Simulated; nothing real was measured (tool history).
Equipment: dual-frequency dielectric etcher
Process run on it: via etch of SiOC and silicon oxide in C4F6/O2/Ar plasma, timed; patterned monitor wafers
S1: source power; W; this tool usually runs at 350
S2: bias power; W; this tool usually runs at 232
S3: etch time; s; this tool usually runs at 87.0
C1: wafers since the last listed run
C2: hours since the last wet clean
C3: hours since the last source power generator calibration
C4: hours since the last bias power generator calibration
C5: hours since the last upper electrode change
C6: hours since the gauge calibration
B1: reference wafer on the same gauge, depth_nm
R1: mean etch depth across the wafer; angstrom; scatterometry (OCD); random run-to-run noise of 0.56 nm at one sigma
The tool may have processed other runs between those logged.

| run | hour | S1 | S2 | S3 | C1 | C2 | C3 | C4 | C5 | C6 | B1 | R1 |
|---|---|---|---|---|---|---|---|---|---|---|---|---|
| 1 | 0.0 | 350 | 232 | 87.0 | 0 | 309.8 | 4187.1 | 3369.5 | 2424.3 | 1053.8 | 84.9 | 1025 |
| 2 | 56.6 | 290 | 232 | 87.0 | 591 | 366.4 | 4243.7 | 3426.1 | 2480.9 | 1110.4 | 85.2 | 898 |
| 3 | 178.2 | 290 | 232 | 87.0 | 1271 | 488.0 | 4365.3 | 3547.7 | 2602.5 | 1232.0 | 84.9 | 912 |
| 4 | 244.9 | 290 | 232 | 87.0 | 697 | 554.7 | 4432.0 | 3614.4 | 2669.2 | 1298.7 | 85.0 | 896 |
|  | 307.8 | wet clean of the chamber |
| 5 | 308.3 | 350 | 232 | 87.0 | 412 | 0.5 | 4495.4 | 3677.8 | 2732.6 | 1362.1 | 85.2 | 1017 |
| 6 | 343.4 | 350 | 249 | 87.0 | 367 | 35.6 | 4530.5 | 3712.9 | 2767.7 | 1397.2 | 84.9 | 1041 |
| 7 | 376.9 | 350 | 232 | 99.5 | 350 | 69.1 | 4564.0 | 3746.4 | 2801.2 | 1430.7 | 84.9 | 1163 |
| 8 | 419.7 | 350 | 232 | 99.5 | 447 | 111.9 | 4606.8 | 3789.2 | 2844.0 | 1473.5 | 85.0 | 1158 |
|  | 460.0 | source power generator calibrated |
| 9 | 464.2 | 350 | 232 | 99.5 | 423 | 156.4 | 4.2 | 3833.7 | 2888.5 | 1518.0 | 85.2 | 1166 |
| 10 | 510.7 | 350 | 232 | 87.0 | 486 | 202.9 | 50.7 | 3880.2 | 2935.0 | 1564.5 | 85.0 | 1018 |
|  | 546.8 | bias power generator calibrated |
| 11 | 547.3 | 350 | 232 | 87.0 | 340 | 239.5 | 87.3 | 0.5 | 2971.6 | 1601.1 | 84.9 | 1014 |
| 12 | 571.3 | 350 | 232 | 98.5 | 250 | 263.5 | 111.3 | 24.5 | 2995.6 | 1625.1 | 85.0 | 1143 |
| 13 | 595.8 | 350 | 232 | 87.0 | 256 | 288.0 | 135.8 | 49.0 | 3020.1 | 1649.6 | 85.0 | 1013 |
| 14 | 657.8 | 300 | 232 | 80.5 | 648 | 350.0 | 197.8 | 111.0 | 3082.1 | 1711.6 | 85.2 | 850 |
| 15 | 700.9 | 350 | 232 | 87.0 | 450 | 393.1 | 240.9 | 154.1 | 3125.2 | 1754.7 | 84.9 | 1012 |
|  | 735.9 | gauge calibrated |
|  | 857.1 | wet clean of the chamber |
| 16 | 894.0 | 350 | 232 | 87.0 | 1768 | 36.9 | 434.0 | 347.2 | 3318.3 | 158.1 | 85.1 | 1021 |
| 17 | 942.3 | 350 | 232 | 87.0 | 505 | 85.2 | 482.3 | 395.5 | 3366.6 | 206.4 | 85.1 | 1014 |
| 18 | 998.6 | 350 | 232 | 61.5 | 588 | 141.5 | 538.6 | 451.8 | 3422.9 | 262.7 | 84.9 | 719 |
| 19 | 1053.5 | 350 | 275 | 70.0 | 574 | 196.4 | 593.5 | 506.7 | 3477.8 | 317.6 | 85.2 | 854 |
|  | 1089.7 | upper electrode replaced |
| 20 | 1115.4 | 300 | 232 | 100.5 | 396 | 258.3 | 655.4 | 568.6 | 25.7 | 379.5 | 84.9 | 1059 |
| 21 | 1184.2 | 420 | 232 | 87.0 | 719 | 327.1 | 724.2 | 637.4 | 94.5 | 448.3 | 85.0 | 1132 |
| 22 | 1216.1 | 350 | 273 | 76.0 | 333 | 359.0 | 756.1 | 669.3 | 126.4 | 480.2 | 85.1 | 944 |

Predict the results of run 23:
| 23 | 1261.2 | 280 | 184 | 62.0 | 471 | 404.1 | 801.2 | 714.4 | 171.5 | 525.3 | ? | ? |

B1: 85.1
R1: 589 angstrom
If the tool had no hidden condition, the same run with the same run-to-run variation would have returned R1 589 angstrom.

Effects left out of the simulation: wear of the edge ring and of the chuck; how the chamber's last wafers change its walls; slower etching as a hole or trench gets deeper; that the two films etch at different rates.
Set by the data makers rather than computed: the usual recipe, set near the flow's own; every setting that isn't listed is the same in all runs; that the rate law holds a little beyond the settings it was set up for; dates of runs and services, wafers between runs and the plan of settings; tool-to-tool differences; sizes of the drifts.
